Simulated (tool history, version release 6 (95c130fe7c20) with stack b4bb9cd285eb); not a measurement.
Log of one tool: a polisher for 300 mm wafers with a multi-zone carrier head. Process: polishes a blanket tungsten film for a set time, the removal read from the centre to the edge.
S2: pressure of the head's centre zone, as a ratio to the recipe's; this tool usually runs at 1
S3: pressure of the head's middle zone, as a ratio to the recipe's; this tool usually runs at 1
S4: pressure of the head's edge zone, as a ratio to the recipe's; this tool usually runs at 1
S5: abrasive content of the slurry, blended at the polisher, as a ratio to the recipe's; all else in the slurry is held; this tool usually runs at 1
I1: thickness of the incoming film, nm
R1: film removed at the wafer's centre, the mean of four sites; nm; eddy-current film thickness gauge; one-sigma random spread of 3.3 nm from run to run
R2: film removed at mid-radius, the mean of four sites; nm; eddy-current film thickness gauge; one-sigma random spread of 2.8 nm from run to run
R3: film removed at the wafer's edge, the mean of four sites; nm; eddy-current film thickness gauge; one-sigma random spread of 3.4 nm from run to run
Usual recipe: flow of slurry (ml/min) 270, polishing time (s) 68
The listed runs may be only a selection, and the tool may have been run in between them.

Run 1, day 0: usual settings; I1 1409.8. Result: R1 327.2 nm, R2 337.8 nm, R3 333.8 nm.
Run 2, day 1.571: usual settings; I1 1417.9. Result: R1 331 nm, R2 333.7 nm, R3 338 nm.
Run 3, day 5.183: usual settings; I1 1429. Result: R1 317.9 nm, R2 330.4 nm, R3 325.8 nm.
At day 5.921: slurry nozzle cleaned.
At day 9.675: worn pad replaced by a new one.
At day 9.696: centre zone pressure recalibrated.
Run 4, day 16.733: usual settings; I1 1424.7. Result: R1 343.6 nm, R2 350.3 nm, R3 338.7 nm.
Run 5, day 21.146: usual settings but polishing time (s) 78; I1 1402.9. Result: R1 386.2 nm, R2 399.6 nm, R3 387.2 nm.
Run 6, day 23.954: usual settings but flow of slurry (ml/min) 220, S2 1.06; I1 1452.7. Result: R1 338.1 nm, R2 330.9 nm, R3 332.8 nm.
Run 7, day 28.042: usual settings but flow of slurry (ml/min) 240, S2 0.95; I1 1446.7. Result: R1 306.7 nm, R2 331.7 nm, R3 326.9 nm.
At day 29.954: worn pad replaced by a new one.
At day 32.088: slurry nozzle cleaned.
Run 8, day 32.262: usual settings; I1 1411.2. Result: R1 338.9 nm, R2 358 nm, R3 344.8 nm.
Run 9, day 33.996: usual settings; I1 1404.6. Result: R1 352.4 nm, R2 352.9 nm, R3 343.1 nm.
At day 35.204: carrier head's membrane replaced by a new one, of another model than before.
Run 10, day 36.5: usual settings but polishing time (s) 60; I1 1426.3. Result: R1 308.2 nm, R2 312.5 nm, R3 305.3 nm.
Run 11, day 39.421: usual settings but flow of slurry (ml/min) 365, S3 0.94; I1 1431.3. Result: R1 352.3 nm, R2 346 nm, R3 349.5 nm.
At day 39.608: edge zone pressure recalibrated.
Run 12, day 42.067: usual settings but flow of slurry (ml/min) 230; I1 1441.1. Result: R1 339.9 nm, R2 346.7 nm, R3 340 nm.
Run 13, day 43.65: usual settings but S5 1.15; I1 1418. Result: R1 351.5 nm, R2 362.2 nm, R3 354.9 nm.
Run 14, day 45.858: usual settings but flow of slurry (ml/min) 210, S2 1.06, S5 0.85; I1 1421. Result: R1 324.2 nm, R2 320.3 nm, R3 315.3 nm.
Run 15, day 49.112: usual settings but S3 0.88, polishing time (s) 92; I1 1433.9. Result: R1 459.8 nm, R2 435.6 nm, R3 456.7 nm.
Run 16, day 53.183: usual settings but flow of slurry (ml/min) 230, S3 0.89, S4 0.95, polishing time (s) 80; I1 1431.8. Result: R1 380.4 nm, R2 366.6 nm, R3 378.8 nm.
At day 53.567: worn pad replaced by a new one.
Run 17, day 56.388: usual settings but S2 1.11, S4 0.95; I1 1454.3. Result: R1 355.2 nm, R2 341 nm, R3 324.8 nm.
At day 60.125: slurry nozzle cleaned.
Run 18, day 60.788: usual settings; I1 1449.3. Result: R1 344.3 nm, R2 348.3 nm, R3 346 nm.
Run 19, day 62.758: usual settings but flow of slurry (ml/min) 330, S2 1.05, S3 1.1, S5 0.8; I1 1450. Result: R1 347.7 nm, R2 353.6 nm, R3 326.2 nm.
At day 64.442: centre zone pressure recalibrated.
Run 20, day 64.662: usual settings but flow of slurry (ml/min) 355, S4 1.08, S5 1.2; I1 1416. Result: R1 375.6 nm, R2 378.8 nm, R3 388.6 nm.
Run 21, day 68.512: usual settings; I1 1410.2. Result: R1 341.5 nm, R2 350.3 nm, R3 346.4 nm.
Run 22, day 71.362: usual settings but S2 1.07, S4 1.11; I1 1453. Result: R1 360.4 nm, R2 352.9 nm, R3 370.1 nm.

Predict each of these 3 candidate next runs independently; none follows another, all start after run 22:
Run A, day 71.379: usual settings; I1 1421.2. Result: R1 ?, R2 ?, R3 ?.
Run B, day 71.379: usual settings but S3 1.06; I1 1421.2. Result: R1 ?, R2 ?, R3 ?.
Run C, day 71.379: usual settings but flow of slurry (ml/min) 240, S2 0.94, S4 1.1, polishing time (s) 55; I1 1421.2. Result: R1 ?, R2 ?, R3 ?.

run     R1     R2     R3
  A  341.6  347.5  340.2
  B  341.6  359.3  340.1
  C  258.6  276.5  290.3
Without the tool's hidden state the same runs would have given:
run     R1     R2     R3
  A  345.8  351.4  343.1
  B  345.9  363.3  342.9
  C  262.2    280  293.1
